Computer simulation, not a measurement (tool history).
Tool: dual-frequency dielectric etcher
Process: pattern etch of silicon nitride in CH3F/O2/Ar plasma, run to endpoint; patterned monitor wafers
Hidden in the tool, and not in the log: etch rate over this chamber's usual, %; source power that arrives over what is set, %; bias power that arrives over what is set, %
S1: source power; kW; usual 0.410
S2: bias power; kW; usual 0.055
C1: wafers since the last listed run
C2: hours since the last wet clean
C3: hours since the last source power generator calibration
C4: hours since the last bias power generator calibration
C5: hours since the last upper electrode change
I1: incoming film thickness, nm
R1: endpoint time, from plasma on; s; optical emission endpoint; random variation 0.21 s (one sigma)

| run | day | S1 | S2 | C1 | C2 | C3 | C4 | C5 | I1 | R1 |
|---|---|---|---|---|---|---|---|---|---|---|
| 1 | 0.000 | 0.390 | 0.055 | 0 | 240.4 | 1709.5 | 3735.8 | 2596.0 | 29.43 | 46.8 |
| 2 | 0.517 | 0.390 | 0.055 | 190 | 252.8 | 1721.9 | 3748.2 | 2608.4 | 29.46 | 46.7 |
| 3 | 1.171 | 0.470 | 0.065 | 241 | 268.5 | 1737.6 | 3763.9 | 2624.1 | 29.13 | 40.8 |
| 4 | 3.367 | 0.330 | 0.047 | 811 | 321.2 | 1790.3 | 3816.6 | 2676.8 | 29.06 | 51.0 |
| 5 | 4.038 | 0.330 | 0.047 | 247 | 337.3 | 1806.4 | 3832.7 | 2692.9 | 28.96 | 51.2 |
| 6 | 4.375 | 0.330 | 0.047 | 124 | 345.4 | 1814.5 | 3840.8 | 2701.0 | 29.30 | 51.6 |
|  | 5.429 | wet clean of the chamber |
| 7 | 5.450 | 0.410 | 0.055 | 27 | 0.5 | 1840.3 | 3866.6 | 2726.8 | 29.34 | 47.4 |
|  | 6.933 | upper electrode replaced |
| 8 | 6.954 | 0.410 | 0.055 | 186 | 36.6 | 1876.4 | 3902.7 | 0.5 | 29.09 | 46.4 |
| 9 | 6.967 | 0.410 | 0.055 | 4 | 36.9 | 1876.7 | 3903.0 | 0.8 | 29.46 | 47.4 |
| 10 | 7.262 | 0.340 | 0.059 | 109 | 44.0 | 1883.8 | 3910.1 | 7.9 | 29.43 | 49.3 |
| 11 | 7.525 | 0.340 | 0.059 | 96 | 50.3 | 1890.1 | 3916.4 | 14.2 | 29.43 | 49.5 |
| 12 | 8.200 | 0.340 | 0.059 | 249 | 66.5 | 1906.3 | 3932.6 | 30.4 | 29.67 | 49.4 |
| 13 | 8.454 | 0.410 | 0.055 | 93 | 72.6 | 1912.4 | 3938.7 | 36.5 | 29.23 | 46.4 |
|  | 9.192 | source power generator calibrated |
| 14 | 9.212 | 0.340 | 0.055 | 218 | 90.8 | 0.5 | 3956.9 | 54.7 | 29.31 | 50.5 |
| 15 | 9.679 | 0.330 | 0.047 | 172 | 102.0 | 11.7 | 3968.1 | 65.9 | 29.13 | 52.4 |
| 16 | 10.200 | 0.340 | 0.059 | 192 | 114.5 | 24.2 | 3980.6 | 78.4 | 29.22 | 49.0 |
| 17 | 10.867 | 0.310 | 0.067 | 246 | 130.5 | 40.2 | 3996.6 | 94.4 | 29.17 | 48.3 |
| 18 | 11.858 | 0.350 | 0.064 | 366 | 154.3 | 64.0 | 4020.4 | 118.2 | 29.45 | 47.4 |
|  | 12.175 | bias power generator calibrated |
| 19 | 12.275 | 0.450 | 0.045 | 92 | 164.3 | 74.0 | 2.4 | 128.2 | 29.01 | 46.6 |
| 20 | 12.879 | 0.410 | 0.055 | 223 | 178.8 | 88.5 | 16.9 | 142.7 | 29.42 | 46.3 |
| 21 | 13.171 | 0.410 | 0.055 | 107 | 185.8 | 95.5 | 23.9 | 149.7 | 29.35 | 46.1 |
| 22 | 13.671 | 0.410 | 0.064 | 184 | 197.8 | 107.5 | 35.9 | 161.7 | 29.19 | 43.7 |
| 23 | 14.112 | 0.450 | 0.055 | 163 | 208.4 | 118.1 | 46.5 | 172.3 | 29.55 | 44.6 |
| 24 | 14.671 | 0.340 | 0.055 | 206 | 221.8 | 131.5 | 59.9 | 185.7 | 29.08 | 48.9 |
| 25 | 15.092 | 0.320 | 0.066 | 155 | 231.9 | 141.6 | 70.0 | 195.8 | 29.15 | 47.6 |
| 26 | 15.346 | 0.500 | 0.048 | 93 | 238.0 | 147.7 | 76.1 | 201.9 | 29.11 | 43.8 |

Forecast each of these 5 alternatives for the next run:
| A | 15.362 | 0.410 | 0.055 | 6 | 238.4 | 148.1 | 76.5 | 202.3 | 29.53 | ? |
| B | 15.362 | 0.490 | 0.049 | 6 | 238.4 | 148.1 | 76.5 | 202.3 | 29.53 | ? |
| C | 15.362 | 0.320 | 0.055 | 6 | 238.4 | 148.1 | 76.5 | 202.3 | 29.53 | ? |
| D | 15.362 | 0.490 | 0.042 | 6 | 238.4 | 148.1 | 76.5 | 202.3 | 29.53 | ? |
| E | 15.362 | 0.410 | 0.051 | 6 | 238.4 | 148.1 | 76.5 | 202.3 | 29.53 | ? |

| run | R1 |
|---|---|
| A | 45.7 |
| B | 44.0 |
| C | 50.5 |
| D | 45.8 |
| E | 46.7 |
Without the tool's hidden state the same runs would have given:
| run | R1 |
|---|---|
| A | 46.9 |
| B | 45.1 |
| C | 51.7 |
| D | 47.0 |
| E | 47.9 |
